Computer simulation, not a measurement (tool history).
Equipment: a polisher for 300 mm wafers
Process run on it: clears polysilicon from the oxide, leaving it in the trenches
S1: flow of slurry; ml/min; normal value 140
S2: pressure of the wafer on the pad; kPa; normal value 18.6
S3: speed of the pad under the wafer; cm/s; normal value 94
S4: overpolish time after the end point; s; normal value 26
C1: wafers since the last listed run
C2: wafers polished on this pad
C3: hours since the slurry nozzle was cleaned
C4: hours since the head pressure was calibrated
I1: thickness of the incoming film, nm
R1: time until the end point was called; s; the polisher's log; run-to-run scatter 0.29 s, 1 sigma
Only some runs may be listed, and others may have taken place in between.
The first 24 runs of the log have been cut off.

run	hour	S1	S2	S3	S4	C1	C2	C3	C4	I1	R1
25	1760.4	120	24.1	106	26	485	765	348.4	990.8	505.9	24
26	1825.2	105	18.6	64	26	673	1439	413.2	1055.6	509.5	56.8
27	1876.5	140	24.1	94	26	533	1973	464.5	1106.9	517	28.5
28	1939.8	160	22.8	76	14	658	2631	527.8	1170.2	502.2	36.9
# hour 1975.6: slurry nozzle cleaned
29	2021.8	140	18.6	94	26	842	3473	46.2	1252.2	515.5	35.8
# hour 2055.6: head pressure recalibrated
30	2096.4	90	18.6	94	39	754	4228	120.8	40.8	511.1	40.5
31	2135.8	140	23.4	72	26	409	4638	160.2	80.2	505	37.4
# hour 2177.1: worn pad replaced by a new one
32	2177.6	140	18.6	94	26	393	5	202	122	521.1	33.5
33	2217.4	140	18.6	106	26	413	418	241.8	161.8	503.2	29

Below are 5 alternative next runs, each starting from the tool's condition after run 33. Predict each:
A	2217.8	140	18.6	94	26	4	423	242.2	162.2	513.3	?
B	2217.8	95	13.8	112	41	4	423	242.2	162.2	513.3	?
C	2217.8	160	12.4	76	22	4	423	242.2	162.2	513.3	?
D	2217.8	110	18.6	94	26	4	423	242.2	162.2	513.3	?
E	2217.8	165	15.9	120	35	4	423	242.2	162.2	513.3	?

run	R1
A	33.5
B	42.4
C	60.4
D	35.7
E	29.8
Without the tool's unlogged condition, the same runs would have read:
run	R1
A	31.9
B	40
C	57.8
D	33.8
E	28.5
